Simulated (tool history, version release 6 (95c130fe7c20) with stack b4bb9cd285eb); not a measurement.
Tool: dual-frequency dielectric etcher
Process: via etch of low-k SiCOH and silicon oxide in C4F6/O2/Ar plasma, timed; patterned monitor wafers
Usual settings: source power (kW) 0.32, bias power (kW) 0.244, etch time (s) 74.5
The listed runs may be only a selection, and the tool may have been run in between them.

| run | day | source power (kW) | bias power (kW) | etch time (s) | read-back reference wafer on the same gauge, depth_nm | mean etch depth across the wafer (nm) |
|---|---|---|---|---|---|---|
| 1 | 0 | 0.32 | 0.244 | 74.5 | 214 | 237.7 |
| 2 | 1.258 | 0.32 | 0.244 | 74.5 | 214.1 | 238.9 |
| 3 | 2.704 | 0.32 | 0.244 | 74.5 | 214 | 239.2 |
| 4 | 4.621 | 0.32 | 0.244 | 74.5 | 214 | 239.3 |
| 5 | 7.246 | 0.32 | 0.244 | 74.5 | 213.9 | 239.5 |
|  | 8.983 | wet clean of the chamber |
| 6 | 9.908 | 0.32 | 0.244 | 74.5 | 213.9 | 237.1 |
| 7 | 12.475 | 0.32 | 0.244 | 74.5 | 214.1 | 237.5 |
| 8 | 15.108 | 0.27 | 0.244 | 67 | 214 | 199.5 |
| 9 | 17.108 | 0.27 | 0.244 | 67 | 214.1 | 200.4 |
| 10 | 19.9 | 0.32 | 0.205 | 74.5 | 214.1 | 224 |
| 11 | 21.9 | 0.32 | 0.205 | 74.5 | 214 | 224.7 |
| 12 | 24.379 | 0.32 | 0.205 | 74.5 | 213.9 | 225.4 |
| 13 | 27.271 | 0.32 | 0.244 | 74.5 | 214 | 240.1 |
| 14 | 28.362 | 0.32 | 0.244 | 74.5 | 213.9 | 239.7 |
|  | 31.021 | wet clean of the chamber |
| 15 | 31.042 | 0.37 | 0.227 | 53.5 | 214 | 175.8 |
|  | 32.171 | upper electrode replaced |
| 16 | 32.517 | 0.34 | 0.263 | 84.5 | 214 | 283.2 |
| 17 | 35.412 | 0.32 | 0.244 | 74.5 | 214.1 | 237.1 |
| 18 | 38.346 | 0.32 | 0.244 | 74.5 | 213.9 | 238 |
| 19 | 40.092 | 0.26 | 0.221 | 74.5 | 214.1 | 211.7 |
|  | 40.621 | gauge calibrated |
|  | 41.704 | bias power generator calibrated |
| 20 | 42.05 | 0.34 | 0.244 | 74.5 | 213.8 | 240.1 |
| 21 | 44.458 | 0.24 | 0.244 | 88.5 | 213.9 | 248.6 |
|  | 45.292 | source power generator calibrated |
| 22 | 46.562 | 0.32 | 0.244 | 74.5 | 214 | 236.3 |
| 23 | 47.912 | 0.32 | 0.21 | 74.5 | 214 | 224.3 |
|  | 50.504 | wet clean of the chamber |
| 24 | 50.717 | 0.38 | 0.244 | 74.5 | 214 | 250.6 |
| 25 | 52.329 | 0.26 | 0.244 | 74.5 | 214.1 | 216.3 |
| 26 | 53.858 | 0.25 | 0.244 | 61 | 214.1 | 173.7 |
| 27 | 56.625 | 0.32 | 0.244 | 74.5 | 214 | 235.8 |
| 28 | 59.017 | 0.32 | 0.29 | 74.5 | 214 | 250.2 |

Forecast each of these 5 alternatives for the next run:
| A | 59.033 | 0.32 | 0.244 | 54.5 | ? | ? |
| B | 59.033 | 0.24 | 0.267 | 82.5 | ? | ? |
| C | 59.033 | 0.36 | 0.199 | 90.5 | ? | ? |
| D | 59.033 | 0.27 | 0.244 | 74.5 | ? | ? |
| E | 59.033 | 0.35 | 0.298 | 91 | ? | ? |

| run | read-back reference wafer on the same gauge, depth_nm | mean etch depth across the wafer (nm) |
|---|---|---|
| A | 214.1 | 173.2 |
| B | 214.1 | 241.3 |
| C | 214.1 | 281.1 |
| D | 214.1 | 221.2 |
| E | 214.1 | 322 |
With no hidden state in the tool, these same runs would have given:
| run | mean etch depth across the wafer (nm) |
|---|---|
| A | 171.4 |
| B | 238.7 |
| C | 278.2 |
| D | 218.8 |
| E | 318.5 |

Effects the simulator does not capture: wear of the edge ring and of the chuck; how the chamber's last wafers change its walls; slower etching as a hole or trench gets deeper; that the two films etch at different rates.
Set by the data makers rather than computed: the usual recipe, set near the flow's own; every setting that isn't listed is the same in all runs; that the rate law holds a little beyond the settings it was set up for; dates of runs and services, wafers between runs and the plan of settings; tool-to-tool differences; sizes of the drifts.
